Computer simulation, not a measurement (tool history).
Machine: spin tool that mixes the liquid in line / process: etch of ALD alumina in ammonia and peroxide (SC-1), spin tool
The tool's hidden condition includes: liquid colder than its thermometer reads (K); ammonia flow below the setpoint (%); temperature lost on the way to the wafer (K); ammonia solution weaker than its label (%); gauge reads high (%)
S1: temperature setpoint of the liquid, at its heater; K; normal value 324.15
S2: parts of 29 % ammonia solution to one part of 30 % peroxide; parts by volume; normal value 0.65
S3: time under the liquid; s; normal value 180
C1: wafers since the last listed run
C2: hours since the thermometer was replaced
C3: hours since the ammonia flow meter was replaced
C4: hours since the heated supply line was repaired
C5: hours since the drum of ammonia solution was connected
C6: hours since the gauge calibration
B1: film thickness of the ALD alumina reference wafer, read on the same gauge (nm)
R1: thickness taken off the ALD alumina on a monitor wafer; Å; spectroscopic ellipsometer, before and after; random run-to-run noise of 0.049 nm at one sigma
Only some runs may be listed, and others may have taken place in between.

run	hour	S1	S2	S3	C1	C2	C3	C4	C5	C6	B1	R1
1	0.0	328.15	0.65	215	0	530.5	256.2	1487.2	381.4	1224.6	50.04	126.1
2	57.8	328.15	0.65	215	346	588.3	314.0	1545.0	439.2	1282.4	49.97	127.4
3	126.2	318.65	0.65	180	410	656.7	382.4	1613.4	507.6	1350.8	50.04	63.7
# hour 188.2: new drum of ammonia solution connected
4	221.0	324.15	0.65	180	562	751.5	477.2	1708.2	32.8	1445.6	50.02	86.0
5	313.8	324.15	0.65	180	556	844.3	570.0	1801.0	125.6	1538.4	50.01	85.1
# hour 320.4: ammonia flow meter replaced
# hour 343.4: thermometer replaced
6	390.4	324.15	0.65	180	447	47.0	70.0	1877.6	202.2	1615.0	50.07	86.1
7	433.8	324.15	0.65	180	260	90.4	113.4	1921.0	245.6	1658.4	50.01	86.2
8	500.3	324.15	0.65	180	398	156.9	179.9	1987.5	312.1	1724.9	49.98	85.9
9	555.2	331.15	0.50	180	329	211.8	234.8	2042.4	367.0	1779.8	49.96	120.6
10	625.9	324.15	0.65	180	423	282.5	305.5	2113.1	437.7	1850.5	50.02	86.0
# hour 708.0: new drum of ammonia solution connected
11	729.5	326.65	0.65	180	615	386.1	409.1	2216.7	21.5	1954.1	49.98	97.5
# hour 799.7: ammonia flow meter replaced
12	811.0	314.15	0.50	105	482	467.6	11.3	2298.2	103.0	2035.6	49.98	27.5
# hour 819.8: gauge calibrated
13	873.8	324.15	0.75	180	376	530.4	74.1	2361.0	165.8	54.0	49.97	86.6
14	976.0	331.65	0.45	180	612	632.6	176.3	2463.2	268.0	156.2	50.01	121.3
15	1070.0	333.65	0.55	125	563	726.6	270.3	2557.2	362.0	250.2	50.02	97.1
16	1174.7	318.65	0.45	180	627	831.3	375.0	2661.9	466.7	354.9	50.01	59.7
17	1218.5	318.65	0.40	230	262	875.1	418.8	2705.7	510.5	398.7	50.00	76.3
# hour 1232.3: new drum of ammonia solution connected
# hour 1259.5: heated supply line repaired
# hour 1264.6: thermometer replaced
# hour 1282.3: ammonia flow meter replaced
18	1315.2	318.15	0.85	180	555	50.6	32.9	55.7	82.9	495.4	49.94	63.6
19	1417.9	321.15	0.50	180	615	153.3	135.6	158.4	185.6	598.1	49.98	72.5
20	1506.4	333.65	0.75	80	530	241.8	224.1	246.9	274.1	686.6	49.99	64.9
21	1606.4	324.15	0.65	180	599	341.8	324.1	346.9	374.1	786.6	49.97	87.4
22	1651.7	332.15	0.65	220	271	387.1	369.4	392.2	419.4	831.9	49.95	162.5
# hour 1734.4: new drum of ammonia solution connected
# hour 1755.3: ammonia flow meter replaced
23	1757.7	324.15	0.50	285	623	493.1	2.4	498.2	23.3	937.9	49.99	134.9
24	1821.0	327.65	0.40	115	379	556.4	65.7	561.5	86.6	1001.2	50.00	64.5
25	1896.3	324.15	0.65	180	451	631.7	141.0	636.8	161.9	1076.5	50.01	86.5

Take each entry between the runs: how does the hidden state at the last listed run before it differ from the hidden state at the first listed run after it?
Run 3 -> run 4: new drum of ammonia solution connected (hour 188.2)
  temperature lost on the way to the wafer (K): 0.369 -> 0.39
  difference, measured minus the result without the unlogged condition, R1: -1.4 -> -1.9 Å
Run 5 -> run 6: ammonia flow meter replaced (hour 320.4); thermometer replaced (hour 343.4)
  temperature lost on the way to the wafer (K): 0.411 -> 0.428
  difference, measured minus the result without the unlogged condition, R1: -2.0 -> -2.1 Å
Run 10 -> run 11: new drum of ammonia solution connected (hour 708.0)
  temperature lost on the way to the wafer (K): 0.481 -> 0.505
  difference, measured minus the result without the unlogged condition, R1: -2.3 -> -2.7 Å
Run 11 -> run 12: ammonia flow meter replaced (hour 799.7)
  temperature lost on the way to the wafer (K): 0.505 -> 0.523
  difference, measured minus the result without the unlogged condition, R1: -2.7 -> -0.9 Å
Run 12 -> run 13: gauge calibrated (hour 819.8)
  temperature lost on the way to the wafer (K): 0.523 -> 0.537
  difference, measured minus the result without the unlogged condition, R1: -0.9 -> -2.6 Å
Run 17 -> run 18: new drum of ammonia solution connected (hour 1232.3); heated supply line repaired (hour 1259.5); thermometer replaced (hour 1264.6); ammonia flow meter replaced (hour 1282.3)
  temperature lost on the way to the wafer (K): 0.614 -> 0.0209
  difference, measured minus the result without the unlogged condition, R1: -2.7 -> -0.1 Å
Run 22 -> run 23: new drum of ammonia solution connected (hour 1734.4); ammonia flow meter replaced (hour 1755.3)
  temperature lost on the way to the wafer (K): 0.0965 -> 0.12
  difference, measured minus the result without the unlogged condition, R1: -0.9 -> -0.9 Å
